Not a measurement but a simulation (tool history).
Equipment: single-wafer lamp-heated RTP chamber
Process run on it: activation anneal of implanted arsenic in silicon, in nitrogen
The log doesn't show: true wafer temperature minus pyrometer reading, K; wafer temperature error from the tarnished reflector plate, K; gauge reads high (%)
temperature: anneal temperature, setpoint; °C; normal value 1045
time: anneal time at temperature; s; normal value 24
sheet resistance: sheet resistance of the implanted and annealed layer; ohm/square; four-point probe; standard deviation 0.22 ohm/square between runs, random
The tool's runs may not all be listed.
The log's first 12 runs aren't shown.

| run | hour | temperature | time | wafers since the last listed run | wafers since the last pyrometer calibration | wafers since the reflector plate was cleaned | hours since the gauge calibration | read-back reference wafer on the same gauge, sheet resistance | sheet resistance |
|---|---|---|---|---|---|---|---|---|---|
|  | 735.3 | gauge calibrated |
|  | 741.5 | reflector plate cleaned |
| 13 | 766.1 | 1045 | 24 | 636 | 1424 | 257 | 30.8 | 172.01 | 145.29 |
| 14 | 819.5 | 1031 | 24 | 559 | 1983 | 816 | 84.2 | 171.91 | 146.77 |
| 15 | 872.2 | 1031 | 24 | 551 | 2535 | 1368 | 136.9 | 172.04 | 146.45 |
| 16 | 921.2 | 1031 | 24 | 513 | 3048 | 1881 | 185.9 | 172.08 | 146.5 |
| 17 | 963.8 | 1045 | 24 | 446 | 3494 | 2327 | 228.5 | 172.09 | 144.18 |
| 18 | 1010.4 | 1045 | 24 | 488 | 3982 | 2815 | 275.1 | 171.97 | 144.38 |
| 19 | 1042.5 | 1045 | 13 | 336 | 4318 | 3152 | 307.2 | 171.93 | 148.34 |
|  | 1061.6 | pyrometer window cleaned and pyrometer calibrated |
| 20 | 1081.7 | 1057 | 24 | 326 | 210 | 3478 | 346.4 | 171.93 | 144.14 |
| 21 | 1132.8 | 1016 | 24 | 535 | 745 | 4013 | 397.5 | 171.95 | 149.41 |
| 22 | 1284.9 | 1073 | 35 | 1592 | 2338 | 5606 | 549.6 | 172.05 | 137.82 |
| 23 | 1349.2 | 1035 | 38 | 673 | 3011 | 6280 | 613.9 | 172.02 | 143.25 |
| 24 | 1399.9 | 1062 | 10 | 530 | 3542 | 6811 | 664.6 | 172.06 | 147.87 |
| 25 | 1437.4 | 1055 | 24 | 392 | 3935 | 7203 | 702.1 | 172.09 | 142.92 |
| 26 | 1466.9 | 1057 | 12 | 308 | 4244 | 7512 | 731.6 | 172.12 | 147.01 |
|  | 1598.6 | pyrometer window cleaned and pyrometer calibrated |
| 27 | 1669.9 | 1067 | 34 | 2042 | 746 | 9555 | 934.6 | 171.99 | 139.47 |
|  | 1740.3 | reflector plate cleaned |
| 28 | 1740.8 | 1045 | 24 | 658 | 1405 | 5 | 1005.5 | 171.96 | 146.17 |
| 29 | 1794.6 | 1045 | 24 | 563 | 1969 | 568 | 1059.3 | 172.09 | 145.34 |
| 30 | 1845.3 | 1023 | 36 | 530 | 2500 | 1099 | 1110 | 172.07 | 145.87 |

Estimate the outcome of run 31 from the log above:
| 31 | 1895 | 1016 | 19 | 520 | 3020 | 1619 | 1159.7 | ? | ? |

Run 31 yielded read-back reference wafer on the same gauge, sheet resistance 172.01, sheet resistance 150.3 ohm/square.
Minus the tool's unlogged condition, the same run would have read sheet resistance 151.85 ohm/square.

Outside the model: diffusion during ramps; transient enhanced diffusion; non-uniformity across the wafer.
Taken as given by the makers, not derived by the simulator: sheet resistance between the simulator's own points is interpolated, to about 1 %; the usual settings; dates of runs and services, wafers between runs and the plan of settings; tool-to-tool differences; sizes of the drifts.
